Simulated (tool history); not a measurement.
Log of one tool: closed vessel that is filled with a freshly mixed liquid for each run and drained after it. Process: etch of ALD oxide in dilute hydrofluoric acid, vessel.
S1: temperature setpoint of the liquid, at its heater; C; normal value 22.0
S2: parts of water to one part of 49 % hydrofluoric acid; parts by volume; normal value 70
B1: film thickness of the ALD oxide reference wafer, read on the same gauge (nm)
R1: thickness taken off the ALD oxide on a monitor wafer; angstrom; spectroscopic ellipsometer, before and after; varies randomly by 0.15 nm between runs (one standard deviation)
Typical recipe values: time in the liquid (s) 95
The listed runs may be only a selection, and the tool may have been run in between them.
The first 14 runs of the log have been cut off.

{"run": 15, "hour": 386.2, "S1": 22.0, "S2": 70, "time in the liquid (s)": 95, "B1": 30.0, "R1": 221.7}
{"run": 16, "hour": 414.9, "S1": 22.0, "S2": 70, "time in the liquid (s)": 95, "B1": 30.0, "R1": 224.4}
{"run": 17, "hour": 441.8, "S1": 25.5, "S2": 70, "time in the liquid (s)": 115, "B1": 30.02, "R1": 311.2}
{"hour": 453.6, "done": "thermometer replaced"}
{"run": 18, "hour": 474.1, "S1": 22.0, "S2": 70, "time in the liquid (s)": 140, "B1": 30.02, "R1": 356.4}
{"run": 19, "hour": 509.4, "S1": 19.5, "S2": 55, "time in the liquid (s)": 80, "B1": 30.03, "R1": 238.9}
{"run": 20, "hour": 526.6, "S1": 22.0, "S2": 70, "time in the liquid (s)": 95, "B1": 30.01, "R1": 242.8}
{"hour": 533.7, "done": "hydrofluoric acid flow meter replaced"}
{"run": 21, "hour": 539.1, "S1": 25.5, "S2": 55, "time in the liquid (s)": 150, "B1": 30.0, "R1": 504.0}
{"run": 22, "hour": 569.8, "S1": 24.5, "S2": 70, "time in the liquid (s)": 95, "B1": 30.02, "R1": 236.7}
{"run": 23, "hour": 597.2, "S1": 22.0, "S2": 70, "time in the liquid (s)": 95, "B1": 29.97, "R1": 211.3}
{"run": 24, "hour": 624.9, "S1": 19.5, "S2": 70, "time in the liquid (s)": 70, "B1": 30.0, "R1": 143.3}

Run 25 has not been measured yet. What should we expect?
{"run": 25, "hour": 649.2, "S1": 22.0, "S2": 70, "time in the liquid (s)": 95, "B1": "?", "R1": "?"}

B1: 29.99
R1: 212.7 angstrom
Minus the tool's unlogged condition, the same run would have read R1 215.1 angstrom.
